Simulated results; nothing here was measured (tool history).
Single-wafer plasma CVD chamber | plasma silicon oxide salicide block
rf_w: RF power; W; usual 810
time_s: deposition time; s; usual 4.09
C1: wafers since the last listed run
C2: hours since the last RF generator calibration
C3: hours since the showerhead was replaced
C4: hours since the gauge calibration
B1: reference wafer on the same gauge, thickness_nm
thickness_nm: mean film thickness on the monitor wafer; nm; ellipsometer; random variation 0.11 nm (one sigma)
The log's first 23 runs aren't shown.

{"run": 24, "hour": 1987.0, "rf_w": 810, "time_s": 4.09, "C1": 1653, "C2": 1598.8, "C3": 468, "C4": 661.7, "B1": 47.019, "thickness_nm": 47.152}
{"run": 25, "hour": 2054.3, "rf_w": 700, "time_s": 3.74, "C1": 1963, "C2": 1666.1, "C3": 535.3, "C4": 729, "B1": 46.998, "thickness_nm": 40.782}
{"run": 26, "hour": 2124.9, "rf_w": 695, "time_s": 4.09, "C1": 2059, "C2": 1736.7, "C3": 605.9, "C4": 799.6, "B1": 46.993, "thickness_nm": 44.526}
{"run": 27, "hour": 2218.9, "rf_w": 810, "time_s": 3.8, "C1": 2741, "C2": 1830.7, "C3": 699.9, "C4": 893.6, "B1": 47.009, "thickness_nm": 43.63}
{"run": 28, "hour": 2288.8, "rf_w": 950, "time_s": 4.89, "C1": 2038, "C2": 1900.6, "C3": 769.8, "C4": 963.5, "B1": 46.999, "thickness_nm": 58.873}
{"run": 29, "hour": 2339.8, "rf_w": 755, "time_s": 4.82, "C1": 1487, "C2": 1951.6, "C3": 820.8, "C4": 1014.5, "B1": 46.998, "thickness_nm": 53.785}
{"run": 30, "hour": 2435.0, "rf_w": 945, "time_s": 3.55, "C1": 2776, "C2": 2046.8, "C3": 916, "C4": 1109.7, "B1": 46.995, "thickness_nm": 42.727}
{"run": 31, "hour": 2516.2, "rf_w": 810, "time_s": 4.09, "C1": 2368, "C2": 2128, "C3": 997.2, "C4": 1190.9, "B1": 47.009, "thickness_nm": 46.712}
{"run": 32, "hour": 2612.8, "rf_w": 885, "time_s": 4.9, "C1": 2817, "C2": 2224.6, "C3": 1093.8, "C4": 1287.5, "B1": 46.978, "thickness_nm": 57.403}
{"run": 33, "hour": 2676.0, "rf_w": 905, "time_s": 3.43, "C1": 1843, "C2": 2287.8, "C3": 1157, "C4": 1350.7, "B1": 47.009, "thickness_nm": 40.48}
{"hour": 2758.1, "done": "RF generator calibrated"}
{"run": 34, "hour": 2777.5, "rf_w": 810, "time_s": 4.09, "C1": 2727, "C2": 19.4, "C3": 1258.5, "C4": 1452.2, "B1": 46.992, "thickness_nm": 47.405}
{"run": 35, "hour": 3093.2, "rf_w": 725, "time_s": 3.81, "C1": 9209, "C2": 335.1, "C3": 1574.2, "C4": 1767.9, "B1": 47.015, "thickness_nm": 42.579}
{"run": 36, "hour": 3195.6, "rf_w": 870, "time_s": 4.09, "C1": 2987, "C2": 437.5, "C3": 1676.6, "C4": 1870.3, "B1": 46.99, "thickness_nm": 48.224}
{"run": 37, "hour": 3322.9, "rf_w": 905, "time_s": 4.32, "C1": 3713, "C2": 564.8, "C3": 1803.9, "C4": 1997.6, "B1": 47.019, "thickness_nm": 51.911}
{"run": 38, "hour": 3511.0, "rf_w": 870, "time_s": 4.09, "C1": 5486, "C2": 752.9, "C3": 1992, "C4": 2185.7, "B1": 46.999, "thickness_nm": 48.307}

Forecast run 39:
{"run": 39, "hour": 3547.3, "rf_w": 810, "time_s": 4.09, "C1": 1058, "C2": 789.2, "C3": 2028.3, "C4": 2222, "B1": "?", "thickness_nm": "?"}

Run 39 gave B1 47.008, thickness_nm 47.323 nm.
Without the tool's hidden state the same run would have given thickness_nm 47.634 nm.

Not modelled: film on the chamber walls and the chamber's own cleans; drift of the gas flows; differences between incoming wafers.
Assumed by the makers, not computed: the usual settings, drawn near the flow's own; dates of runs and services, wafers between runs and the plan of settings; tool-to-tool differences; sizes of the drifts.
